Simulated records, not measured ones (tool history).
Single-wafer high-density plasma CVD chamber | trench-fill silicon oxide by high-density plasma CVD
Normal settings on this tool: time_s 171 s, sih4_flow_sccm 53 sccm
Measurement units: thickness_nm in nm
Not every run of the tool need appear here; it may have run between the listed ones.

run    hour  time_s  sih4_flow_sccm  read-back reference wafer on the same gauge, thickness_nm  thickness_nm
  1     0.0     188              58                                                   1028.032      1053.415
  2    66.4     188              58                                                   1027.572      1056.632
  3   149.2     188              58                                                   1028.484      1055.985
  4   195.4     171              53                                                   1027.631       874.302
  5   252.8     171              53                                                   1030.495       873.226
  6   314.7     171              53                                                   1027.111       873.958
  7   417.1     171              53                                                   1028.674       875.957
  8   478.2     171              53                                                   1028.611       877.380
  9   581.0     171              53                                                   1028.222       872.076
 10   646.0     171              53                                                   1028.433       871.685
 11   708.2     171              53                                                   1027.351       873.023
      723.4  -- gauge calibrated
 12   807.7     182              53                                                   1028.995       926.545
 13   857.9     186              46                                                   1028.621       813.646
 14   958.5     171              53                                                   1029.246       867.522
 15  1003.4     171              53                                                   1029.411       858.411
     1145.4  -- silane flow controller replaced
 16  1266.3     150              43                                                   1028.943       630.596
 17  1499.8     147              61                                                   1028.169       872.263
 18  1576.3     171              53                                                   1028.860       876.117
 19  1678.1     184              58                                                   1029.210      1027.934
 20  1744.8     156              57                                                   1028.530       852.300
 21  1785.3     171              53                                                   1029.110       879.553
 22  1881.9     171              60                                                   1027.744       995.099
 23  1970.0     192              58                                                   1028.440      1069.937
 24  2011.7     196              59                                                   1030.708      1115.064
 25  2048.2     202              46                                                   1027.624       893.475

Each row is a separate what-if for the run after 25, all from the same tool condition, not one after another. Results?
  A  2048.6     171              57                                                          ?             ?
  B  2048.6     147              59                                                          ?             ?
  C  2048.6     143              62                                                          ?             ?
  D  2048.6     186              53                                                          ?             ?
  E  2048.6     200              64                                                          ?             ?

run  read-back reference wafer on the same gauge, thickness_nm  thickness_nm
  A                                                   1029.497       937.987
  B                                                   1029.497       834.632
  C                                                   1029.497       853.205
  D                                                   1029.497       948.669
  E                                                   1029.497      1231.788
With the hidden condition removed and each run's random variation left untouched, the same runs would have given:
run  thickness_nm
  A       955.331
  B       850.065
  C       868.981
  D       966.210
  E      1254.564
